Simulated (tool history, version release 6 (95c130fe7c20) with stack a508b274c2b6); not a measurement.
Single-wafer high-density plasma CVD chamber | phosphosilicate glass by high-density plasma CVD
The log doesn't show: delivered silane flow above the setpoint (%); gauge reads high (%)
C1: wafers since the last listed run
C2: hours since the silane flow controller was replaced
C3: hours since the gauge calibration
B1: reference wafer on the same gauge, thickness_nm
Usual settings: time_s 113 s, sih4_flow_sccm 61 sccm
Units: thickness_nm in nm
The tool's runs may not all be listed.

run 1 hour=0.0 | time_s=113 sih4_flow_sccm=61 | C1=0 C2=1488.1 C3=498.6 | B1=676.468 | thickness_nm=651.370
run 2 hour=31.8 | time_s=113 sih4_flow_sccm=61 | C1=604 C2=1519.9 C3=530.4 | B1=674.863 | thickness_nm=651.081
run 3 hour=68.4 | time_s=113 sih4_flow_sccm=61 | C1=695 C2=1556.5 C3=567.0 | B1=676.569 | thickness_nm=655.152
run 4 hour=100.6 | time_s=113 sih4_flow_sccm=61 | C1=611 C2=1588.7 C3=599.2 | B1=677.117 | thickness_nm=648.797
-- hour=134.8 gauge calibrated
run 5 hour=170.9 | time_s=113 sih4_flow_sccm=61 | C1=1335 C2=1659.0 C3=36.1 | B1=676.985 | thickness_nm=652.443
run 6 hour=205.1 | time_s=113 sih4_flow_sccm=61 | C1=649 C2=1693.2 C3=70.3 | B1=677.480 | thickness_nm=651.002
run 7 hour=277.1 | time_s=113 sih4_flow_sccm=70 | C1=1368 C2=1765.2 C3=142.3 | B1=676.700 | thickness_nm=751.989
run 8 hour=343.6 | time_s=113 sih4_flow_sccm=61 | C1=1263 C2=1831.7 C3=208.8 | B1=675.306 | thickness_nm=651.675
-- hour=365.3 silane flow controller replaced
run 9 hour=388.0 | time_s=113 sih4_flow_sccm=61 | C1=691 C2=22.7 C3=253.2 | B1=676.658 | thickness_nm=651.149
run 10 hour=432.8 | time_s=125 sih4_flow_sccm=61 | C1=851 C2=67.5 C3=298.0 | B1=677.993 | thickness_nm=716.841
run 11 hour=479.3 | time_s=101 sih4_flow_sccm=71 | C1=883 C2=114.0 C3=344.5 | B1=673.805 | thickness_nm=677.373

The next listed run, before its measurement:
run 12 hour=638.4 | time_s=113 sih4_flow_sccm=61 | C1=3022 C2=273.1 C3=503.6 | B1=? | thickness_nm=?

Run 12 gave B1 675.768, thickness_nm 652.042 nm.
Without the tool's hidden state the same run would have given thickness_nm 652.042 nm.

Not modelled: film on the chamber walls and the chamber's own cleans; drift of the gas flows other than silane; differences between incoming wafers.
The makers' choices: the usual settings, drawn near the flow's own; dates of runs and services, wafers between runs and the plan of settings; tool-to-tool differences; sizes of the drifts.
